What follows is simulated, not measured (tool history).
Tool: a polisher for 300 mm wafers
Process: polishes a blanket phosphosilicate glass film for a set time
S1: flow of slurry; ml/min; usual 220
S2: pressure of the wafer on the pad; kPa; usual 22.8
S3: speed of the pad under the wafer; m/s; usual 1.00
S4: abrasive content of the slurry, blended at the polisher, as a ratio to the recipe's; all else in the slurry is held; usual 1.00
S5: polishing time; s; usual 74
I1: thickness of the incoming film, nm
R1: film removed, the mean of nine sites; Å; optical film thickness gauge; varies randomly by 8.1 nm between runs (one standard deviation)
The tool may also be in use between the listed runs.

| run | hour | S1 | S2 | S3 | S4 | S5 | I1 | R1 |
|---|---|---|---|---|---|---|---|---|
| 1 | 0.0 | 220 | 22.8 | 1.00 | 1.00 | 74 | 3784.0 | 5495 |
|  | 11.0 | conditioning disc replaced and pad reconditioned, repeated, since the last time left the tool worse |
| 2 | 16.6 | 220 | 22.8 | 1.00 | 1.00 | 74 | 3862.6 | 6493 |
| 3 | 33.4 | 295 | 22.8 | 1.00 | 0.80 | 74 | 3828.7 | 5746 |
|  | 39.1 | worn pad replaced by a new one |
| 4 | 46.0 | 220 | 22.8 | 0.90 | 1.00 | 74 | 3879.4 | 6012 |
| 5 | 52.4 | 220 | 22.8 | 1.00 | 1.20 | 74 | 3811.5 | 7326 |
|  | 71.1 | head pressure recalibrated |
| 6 | 71.6 | 220 | 22.8 | 1.00 | 1.00 | 74 | 3822.6 | 6451 |
| 7 | 78.1 | 220 | 22.8 | 1.00 | 1.25 | 74 | 3894.4 | 7570 |
| 8 | 86.3 | 245 | 17.2 | 0.90 | 0.80 | 74 | 3812.3 | 4015 |
| 9 | 99.3 | 220 | 22.8 | 1.00 | 1.00 | 74 | 3778.3 | 6709 |
| 10 | 113.0 | 220 | 22.8 | 1.00 | 1.00 | 74 | 3819.4 | 6602 |
| 11 | 125.0 | 220 | 22.8 | 1.00 | 1.00 | 74 | 3738.3 | 6577 |
| 12 | 133.6 | 220 | 22.8 | 1.00 | 1.00 | 74 | 3778.4 | 6500 |
|  | 143.4 | worn pad replaced by a new one |
| 13 | 145.2 | 220 | 22.8 | 1.00 | 1.20 | 74 | 3850.6 | 7141 |
|  | 149.8 | slurry blender recalibrated |
| 14 | 157.1 | 260 | 22.8 | 1.00 | 1.00 | 61 | 3814.1 | 5473 |
| 15 | 167.2 | 270 | 22.8 | 1.14 | 1.00 | 50 | 3809.0 | 4996 |
| 16 | 175.9 | 220 | 20.0 | 1.00 | 0.90 | 74 | 3788.6 | 5384 |
| 17 | 192.3 | 160 | 15.2 | 1.00 | 1.00 | 49 | 3831.4 | 2789 |
| 18 | 200.9 | 220 | 15.9 | 1.00 | 1.00 | 65 | 3872.5 | 4052 |
| 19 | 215.4 | 220 | 22.8 | 0.72 | 1.20 | 65 | 3822.6 | 4843 |

Run 20, settings as shown, results not yet in. Your forecast:
| 20 | 229.7 | 220 | 22.8 | 1.00 | 1.00 | 87 | 3823.3 | ? |

Logged for run 20: R1 7655 Å.
Take away the tool's hidden state, keep the run-to-run variation as it was, and the same run would have given R1 7924 Å.
